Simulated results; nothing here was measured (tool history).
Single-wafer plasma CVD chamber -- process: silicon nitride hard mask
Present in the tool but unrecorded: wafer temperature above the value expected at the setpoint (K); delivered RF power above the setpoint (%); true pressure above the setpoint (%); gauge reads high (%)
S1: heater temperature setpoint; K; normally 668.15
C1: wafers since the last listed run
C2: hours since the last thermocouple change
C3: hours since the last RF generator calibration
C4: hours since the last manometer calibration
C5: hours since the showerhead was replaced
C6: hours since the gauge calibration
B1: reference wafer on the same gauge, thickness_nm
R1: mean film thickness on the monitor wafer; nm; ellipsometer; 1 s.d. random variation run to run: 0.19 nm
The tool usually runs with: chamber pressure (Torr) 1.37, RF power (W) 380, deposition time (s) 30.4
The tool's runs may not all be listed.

run 1 hour=0 | S1=668.15 chamber_pressure_(Torr)=1.37 RF_power_(W)=330 deposition_time_(s)=27.9 | C1=0 C2=1223.7 C3=838.4 C4=2101.2 C5=2956.5 C6=175.3 | B1=46.408 | R1=28.525
run 2 hour=13.2 | S1=668.15 chamber_pressure_(Torr)=1.37 RF_power_(W)=330 deposition_time_(s)=27.9 | C1=414 C2=1236.9 C3=851.6 C4=2114.4 C5=2969.7 C6=188.5 | B1=46.388 | R1=28.743
run 3 hour=30.7 | S1=668.15 chamber_pressure_(Torr)=1.37 RF_power_(W)=350 deposition_time_(s)=30.4 | C1=549 C2=1254.4 C3=869.1 C4=2131.9 C5=2987.2 C6=206 | B1=46.39 | R1=32.725
run 4 hour=43.2 | S1=668.15 chamber_pressure_(Torr)=1.37 RF_power_(W)=380 deposition_time_(s)=30.4 | C1=392 C2=1266.9 C3=881.6 C4=2144.4 C5=2999.7 C6=218.5 | B1=46.383 | R1=35.614
run 5 hour=59.7 | S1=668.15 chamber_pressure_(Torr)=1.18 RF_power_(W)=380 deposition_time_(s)=30.4 | C1=518 C2=1283.4 C3=898.1 C4=2160.9 C5=3016.2 C6=235 | B1=46.415 | R1=33.402
run 6 hour=71.2 | S1=668.15 chamber_pressure_(Torr)=1.18 RF_power_(W)=380 deposition_time_(s)=30.4 | C1=361 C2=1294.9 C3=909.6 C4=2172.4 C5=3027.7 C6=246.5 | B1=46.426 | R1=33.14
-- hour=83.2 RF generator calibrated
run 7 hour=88.1 | S1=657.15 chamber_pressure_(Torr)=1.37 RF_power_(W)=360 deposition_time_(s)=30.4 | C1=279 C2=1311.8 C3=4.9 C4=2189.3 C5=3044.6 C6=263.4 | B1=46.444 | R1=37.097
run 8 hour=106 | S1=657.15 chamber_pressure_(Torr)=1.37 RF_power_(W)=360 deposition_time_(s)=30.4 | C1=562 C2=1329.7 C3=22.8 C4=2207.2 C5=3062.5 C6=281.3 | B1=46.417 | R1=36.799
run 9 hour=114 | S1=668.15 chamber_pressure_(Torr)=1.37 RF_power_(W)=380 deposition_time_(s)=26.1 | C1=251 C2=1337.7 C3=30.8 C4=2215.2 C5=3070.5 C6=289.3 | B1=46.406 | R1=33.077
run 10 hour=123.5 | S1=668.15 chamber_pressure_(Torr)=1.37 RF_power_(W)=380 deposition_time_(s)=26.1 | C1=298 C2=1347.2 C3=40.3 C4=2224.7 C5=3080 C6=298.8 | B1=46.414 | R1=33.044
-- hour=126.5 gauge calibrated
-- hour=140.4 thermocouple changed; heater temperature recalibrated
run 11 hour=140.9 | S1=668.15 chamber_pressure_(Torr)=1.37 RF_power_(W)=380 deposition_time_(s)=30.4 | C1=295 C2=0.5 C3=57.7 C4=2242.1 C5=3097.4 C6=14.4 | B1=46.377 | R1=38.668
run 12 hour=151.1 | S1=668.15 chamber_pressure_(Torr)=1.37 RF_power_(W)=380 deposition_time_(s)=30.4 | C1=320 C2=10.7 C3=67.9 C4=2252.3 C5=3107.6 C6=24.6 | B1=46.366 | R1=38.148
-- hour=179.6 showerhead replaced
run 13 hour=192.1 | S1=678.15 chamber_pressure_(Torr)=1.37 RF_power_(W)=380 deposition_time_(s)=30.4 | C1=1036 C2=51.7 C3=108.9 C4=2293.3 C5=12.5 C6=65.6 | B1=46.402 | R1=38.4
-- hour=207.3 capacitance manometer re-zeroed and calibrated
run 14 hour=207.8 | S1=668.15 chamber_pressure_(Torr)=1.37 RF_power_(W)=380 deposition_time_(s)=30.4 | C1=241 C2=67.4 C3=124.6 C4=0.5 C5=28.2 C6=81.3 | B1=46.341 | R1=38.705
run 15 hour=208.1 | S1=668.15 chamber_pressure_(Torr)=1.37 RF_power_(W)=380 deposition_time_(s)=33.8 | C1=9 C2=67.7 C3=124.9 C4=0.8 C5=28.5 C6=81.6 | B1=46.474 | R1=42.899
run 16 hour=219.9 | S1=674.15 chamber_pressure_(Torr)=1.63 RF_power_(W)=455 deposition_time_(s)=25.2 | C1=370 C2=79.5 C3=136.7 C4=12.6 C5=40.3 C6=93.4 | B1=46.415 | R1=39.459
run 17 hour=229 | S1=682.15 chamber_pressure_(Torr)=1.66 RF_power_(W)=400 deposition_time_(s)=25.5 | C1=285 C2=88.6 C3=145.8 C4=21.7 C5=49.4 C6=102.5 | B1=46.399 | R1=36.147
run 18 hour=238.9 | S1=676.15 chamber_pressure_(Torr)=1.05 RF_power_(W)=380 deposition_time_(s)=24.9 | C1=311 C2=98.5 C3=155.7 C4=31.6 C5=59.3 C6=112.4 | B1=46.495 | R1=27.675
run 19 hour=250.5 | S1=668.15 chamber_pressure_(Torr)=1.37 RF_power_(W)=425 deposition_time_(s)=36.2 | C1=364 C2=110.1 C3=167.3 C4=43.2 C5=70.9 C6=124 | B1=46.414 | R1=50.458
run 20 hour=262.8 | S1=668.15 chamber_pressure_(Torr)=1.17 RF_power_(W)=355 deposition_time_(s)=25.7 | C1=386 C2=122.4 C3=179.6 C4=55.5 C5=83.2 C6=136.3 | B1=46.433 | R1=28.559

5 ways to go on from here, each from the tool as it stands after run 20. What would each give?
run A hour=263.2 | S1=668.15 chamber_pressure_(Torr)=1.55 RF_power_(W)=380 deposition_time_(s)=30.4 | C1=12 C2=122.8 C3=180 C4=55.9 C5=83.6 C6=136.7 | B1=? | R1=?
run B hour=263.2 | S1=659.15 chamber_pressure_(Torr)=1.37 RF_power_(W)=380 deposition_time_(s)=30.4 | C1=12 C2=122.8 C3=180 C4=55.9 C5=83.6 C6=136.7 | B1=? | R1=?
run C hour=263.2 | S1=668.15 chamber_pressure_(Torr)=1.6 RF_power_(W)=380 deposition_time_(s)=26.7 | C1=12 C2=122.8 C3=180 C4=55.9 C5=83.6 C6=136.7 | B1=? | R1=?
run D hour=263.2 | S1=668.15 chamber_pressure_(Torr)=1.53 RF_power_(W)=350 deposition_time_(s)=33.3 | C1=12 C2=122.8 C3=180 C4=55.9 C5=83.6 C6=136.7 | B1=? | R1=?
run E hour=263.2 | S1=668.15 chamber_pressure_(Torr)=1.37 RF_power_(W)=415 deposition_time_(s)=30.4 | C1=12 C2=122.8 C3=180 C4=55.9 C5=83.6 C6=136.7 | B1=? | R1=?

run=A B1=46.408 R1=40.588
run=B B1=46.408 R1=38.827
run=C B1=46.408 R1=36.075
run=D B1=46.408 R1=40.976
run=E B1=46.408 R1=41.712
With the hidden condition removed and each run's random variation left untouched, the same runs would have given:
run=A R1=40.983
run=B R1=39.205
run=C R1=36.427
run=D R1=41.376
run=E R1=42.089
